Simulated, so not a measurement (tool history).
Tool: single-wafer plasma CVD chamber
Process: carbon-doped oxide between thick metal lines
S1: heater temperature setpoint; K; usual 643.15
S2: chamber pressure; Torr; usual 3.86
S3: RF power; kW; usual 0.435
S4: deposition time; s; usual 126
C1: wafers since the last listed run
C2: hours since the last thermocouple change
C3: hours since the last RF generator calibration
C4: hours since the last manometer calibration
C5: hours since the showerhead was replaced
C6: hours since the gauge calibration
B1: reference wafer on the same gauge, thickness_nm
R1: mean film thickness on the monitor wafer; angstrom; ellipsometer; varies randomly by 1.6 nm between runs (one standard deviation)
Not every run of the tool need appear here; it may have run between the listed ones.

run   hour      S1    S2     S3   S4   C1     C2     C3      C4      C5     C6       B1       R1
  1      0  643.15  3.86  0.495  126    0   36.7   48.8  1529.8    2811     43  592.131  5441.89
  2    8.3  643.15  3.86  0.495  126  104     45   57.1  1538.1  2819.3   51.3  591.656  5403.63
  3   23.5  643.15  3.86  0.435  126  191   60.2   72.3  1553.3  2834.5   66.5  592.068   5027.2
  4   39.9  643.15  3.86  0.435  126  206   76.6   88.7  1569.7  2850.9   82.9  592.157  5037.29
  5   55.7  643.15  3.86  0.435  126  198   92.4  104.5  1585.5  2866.7   98.7  592.061  5026.68
  6   67.6  643.15  3.86  0.435  126  149  104.3  116.4  1597.4  2878.6  110.6   591.97  5079.28
  7   73.7  643.15  3.86  0.435  126   76  110.4  122.5  1603.5  2884.7  116.7  591.981  5032.97
  8   82.1  647.15  4.43    0.5  103  105  118.8  130.9  1611.9  2893.1  125.1  592.268  4511.56
  9   92.1  649.15  3.86  0.435  148  125  128.8  140.9  1621.9  2903.1  135.1  591.765  5839.94
 10  101.6  643.15  3.86  0.435  126  119  138.3  150.4  1631.4  2912.6  144.6   592.04  5025.86
     112.8  -- capacitance manometer re-zeroed and calibrated
 11  117.3  643.15  3.86  0.435  143   96    154  166.1     4.5  2928.3  160.3  592.428  5698.82
 12  126.9  643.15  3.86  0.365  150  120  163.6  175.7    14.1  2937.9  169.9  591.955  5412.04
 13    140  643.15  3.86  0.435  126  164  176.7  188.8    27.2    2951    183   592.03  5029.58
 14  156.1  643.15  3.17  0.385  126  202  192.8  204.9    43.3  2967.1  199.1   591.64  4545.59
 15    169  653.15  3.86  0.435  104  162  205.7  217.8    56.2    2980    212  592.366  4064.46
 16  184.5  643.15  3.86  0.435  126  194  221.2  233.3    71.7  2995.5  227.5  592.036  5007.71
 17  194.1  643.15  3.86   0.39  133  120  230.8  242.9    81.3  3005.1  237.1  592.414   4957.5
     214.4  -- showerhead replaced
 18  214.9  656.15  3.86  0.515  102  161  251.6  263.7   102.1     0.5  257.9  591.638  4331.23
 19  217.1  637.15  4.79  0.385  126   27  253.8  265.9   104.3     2.7  260.1  591.887  4886.26
 20  229.3  643.15  4.74  0.435  138  153    266  278.1   116.5    14.9  272.3  592.236   5621.5
 21  236.7  643.15  3.86  0.435  106   93  273.4  285.5   123.9    22.3  279.7  591.547  4216.71
 22  253.9  643.15  4.71  0.435  126  216  290.6  302.7   141.1    39.5  296.9  591.402  5125.49
 23  263.5  643.15  4.49    0.5  126  120  300.2  312.3   150.7    49.1  306.5  592.237  5517.49
 24  278.1  643.15  4.77   0.47  126  183  314.8  326.9   165.3    63.7  321.1  591.858  5396.99
 25    295  643.15  3.86  0.435  126  212  331.7  343.8   182.2    80.6    338  591.973  4970.27
 26  310.4  643.15  4.77  0.435  134  193  347.1  359.2   197.6      96  353.4  592.301   5438.7
 27  323.3  648.15  3.86  0.515  116  162    360  372.1   210.5   108.9  366.3  591.658  4987.48
 28  336.9  643.15  3.86   0.36  126  171  373.6  385.7   224.1   122.5  379.9   592.07  4438.15
 29  343.8  654.15  3.41   0.49  103   86  380.5  392.6     231   129.4  386.8  591.634  4212.74
 30  358.9  639.15  2.96  0.435  134  189  395.6  407.7   246.1   144.5  401.9  591.606   5161.3

3 ways to go on from here, each from the tool as it stands after run 30. What would each give?
  A  359.3  643.15  3.86  0.435  126   5  396  408.1  246.5  144.9  402.3   ?   ?
  B  359.3  637.15  3.86  0.465  150   5  396  408.1  246.5  144.9  402.3   ?   ?
  C  359.3  634.15  4.29  0.385  134   5  396  408.1  246.5  144.9  402.3   ?   ?

run      B1       R1
  A  592.17  4962.46
  B  592.17  6209.58
  C  592.17  5081.32
With the hidden condition removed and each run's random variation left untouched, the same runs would have given:
run       R1
  A  5124.64
  B  6406.42
  C  5250.19

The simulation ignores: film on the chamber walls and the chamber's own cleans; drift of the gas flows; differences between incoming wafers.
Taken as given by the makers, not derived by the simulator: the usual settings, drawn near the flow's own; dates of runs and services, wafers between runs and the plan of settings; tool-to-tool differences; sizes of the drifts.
